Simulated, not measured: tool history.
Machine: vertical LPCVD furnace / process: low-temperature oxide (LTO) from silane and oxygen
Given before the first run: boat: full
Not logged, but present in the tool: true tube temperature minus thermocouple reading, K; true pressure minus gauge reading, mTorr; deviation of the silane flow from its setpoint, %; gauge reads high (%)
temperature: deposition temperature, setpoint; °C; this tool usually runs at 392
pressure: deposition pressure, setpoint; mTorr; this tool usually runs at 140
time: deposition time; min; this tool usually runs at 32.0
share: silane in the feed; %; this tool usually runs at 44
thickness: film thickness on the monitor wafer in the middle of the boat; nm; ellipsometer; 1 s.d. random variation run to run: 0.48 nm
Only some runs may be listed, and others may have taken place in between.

| run | hour | temperature | pressure | time | share | wafers since the last listed run | hours since the last temperature calibration | hours since the pressure gauge was zeroed | hours since the silane flow controller was replaced | hours since the gauge calibration | read-back reference wafer on the same gauge, thickness | thickness |
|---|---|---|---|---|---|---|---|---|---|---|---|---|
| 1 | 0.0 | 392 | 140 | 32.0 | 44 | 0 | 2421.3 | 3271.8 | 2937.4 | 405.2 | 204.92 | 196.80 |
| 2 | 39.2 | 392 | 140 | 32.0 | 44 | 585 | 2460.5 | 3311.0 | 2976.6 | 444.4 | 205.04 | 196.31 |
| 3 | 104.6 | 392 | 140 | 32.0 | 44 | 977 | 2525.9 | 3376.4 | 3042.0 | 509.8 | 204.93 | 195.89 |
| 4 | 148.3 | 392 | 140 | 32.0 | 44 | 653 | 2569.6 | 3420.1 | 3085.7 | 553.5 | 205.14 | 195.91 |
| 5 | 174.8 | 392 | 140 | 32.0 | 44 | 396 | 2596.1 | 3446.6 | 3112.2 | 580.0 | 204.94 | 194.81 |
|  | 254.5 | thermocouples replaced and temperature profile calibrated |
| 6 | 255.0 | 392 | 140 | 32.0 | 44 | 840 | 0.5 | 3526.8 | 3192.4 | 660.2 | 204.87 | 194.61 |
|  | 303.7 | pressure gauge zeroed |
| 7 | 304.2 | 392 | 140 | 32.0 | 44 | 376 | 49.7 | 0.5 | 3241.6 | 709.4 | 204.97 | 205.14 |
| 8 | 331.4 | 392 | 140 | 32.0 | 44 | 406 | 76.9 | 27.7 | 3268.8 | 736.6 | 204.98 | 204.69 |
| 9 | 371.7 | 392 | 140 | 41.5 | 44 | 602 | 117.2 | 68.0 | 3309.1 | 776.9 | 205.12 | 265.33 |
| 10 | 440.5 | 395 | 140 | 32.0 | 44 | 1028 | 186.0 | 136.8 | 3377.9 | 845.7 | 204.92 | 210.99 |
|  | 496.3 | silane flow controller replaced |
| 11 | 496.8 | 392 | 140 | 39.0 | 46 | 482 | 242.3 | 193.1 | 0.5 | 902.0 | 205.11 | 261.10 |
| 12 | 539.7 | 392 | 140 | 39.0 | 46 | 641 | 285.2 | 236.0 | 43.4 | 944.9 | 204.80 | 261.52 |
| 13 | 591.4 | 392 | 140 | 32.0 | 44 | 772 | 336.9 | 287.7 | 95.1 | 996.6 | 205.01 | 205.80 |
| 14 | 629.1 | 392 | 175 | 32.0 | 44 | 563 | 374.6 | 325.4 | 132.8 | 1034.3 | 204.90 | 255.79 |
| 15 | 694.9 | 402 | 140 | 32.0 | 44 | 983 | 440.4 | 391.2 | 198.6 | 1100.1 | 205.08 | 227.93 |
| 16 | 734.0 | 392 | 140 | 32.0 | 44 | 584 | 479.5 | 430.3 | 237.7 | 1139.2 | 205.09 | 204.55 |
| 17 | 793.9 | 383 | 155 | 32.0 | 44 | 895 | 539.4 | 490.2 | 297.6 | 1199.1 | 205.15 | 205.31 |
|  | 844.2 | gauge calibrated |
| 18 | 851.6 | 389 | 125 | 32.0 | 44 | 862 | 597.1 | 547.9 | 355.3 | 7.4 | 205.20 | 176.12 |
| 19 | 881.1 | 392 | 140 | 32.0 | 44 | 440 | 626.6 | 577.4 | 384.8 | 36.9 | 204.98 | 203.44 |
| 20 | 907.1 | 399 | 140 | 36.0 | 44 | 388 | 652.6 | 603.4 | 410.8 | 62.9 | 204.98 | 247.87 |
| 21 | 943.7 | 392 | 150 | 32.0 | 44 | 547 | 689.2 | 640.0 | 447.4 | 99.5 | 204.94 | 218.97 |
| 22 | 1006.9 | 392 | 140 | 32.0 | 44 | 944 | 752.4 | 703.2 | 510.6 | 162.7 | 205.13 | 204.68 |
| 23 | 1040.9 | 389 | 125 | 32.0 | 44 | 508 | 786.4 | 737.2 | 544.6 | 196.7 | 204.85 | 175.95 |
| 24 | 1075.0 | 392 | 170 | 32.0 | 44 | 509 | 820.5 | 771.3 | 578.7 | 230.8 | 204.93 | 247.89 |
| 25 | 1167.8 | 392 | 140 | 32.0 | 44 | 1387 | 913.3 | 864.1 | 671.5 | 323.6 | 205.24 | 203.79 |
| 26 | 1207.4 | 388 | 130 | 22.5 | 37 | 591 | 952.9 | 903.7 | 711.1 | 363.2 | 205.04 | 103.31 |
| 27 | 1240.8 | 401 | 120 | 39.0 | 50 | 499 | 986.3 | 937.1 | 744.5 | 396.6 | 205.05 | 264.46 |
| 28 | 1286.4 | 392 | 140 | 32.0 | 44 | 681 | 1031.9 | 982.7 | 790.1 | 442.2 | 204.97 | 204.81 |
| 29 | 1327.2 | 392 | 105 | 26.5 | 44 | 609 | 1072.7 | 1023.5 | 830.9 | 483.0 | 204.91 | 126.45 |
| 30 | 1361.5 | 385 | 140 | 42.5 | 44 | 512 | 1107.0 | 1057.8 | 865.2 | 517.3 | 204.97 | 250.14 |

List, for all runs, the conditions of the tool that the log does not record:
true tube temperature minus thermocouple reading, K: 0 on each run
deviation of the silane flow from its setpoint, %: 0 on each run
gauge reads high (%): 0 on each run
H1: true pressure minus gauge reading, mTorr
| run | H1 |
|---|---|
| 1 | -5.53 |
| 2 | -5.65 |
| 3 | -5.87 |
| 4 | -6.01 |
| 5 | -6.1 |
| 6 | -6.37 |
| 7 | 0.082 |
| 8 | 0.0816 |
| 9 | 0.0797 |
| 10 | 0.0729 |
| 11 | 0.0639 |
| 12 | 0.055 |
| 13 | 0.0419 |
| 14 | 0.0307 |
| 15 | 0.00786 |
| 16 | -0.0077 |
| 17 | -0.0344 |
| 18 | -0.0634 |
| 19 | -0.0795 |
| 20 | -0.0944 |
| 21 | -0.116 |
| 22 | -0.158 |
| 23 | -0.181 |
| 24 | -0.206 |
| 25 | -0.28 |
| 26 | -0.314 |
| 27 | -0.343 |
| 28 | -0.386 |
| 29 | -0.425 |
| 30 | -0.46 |
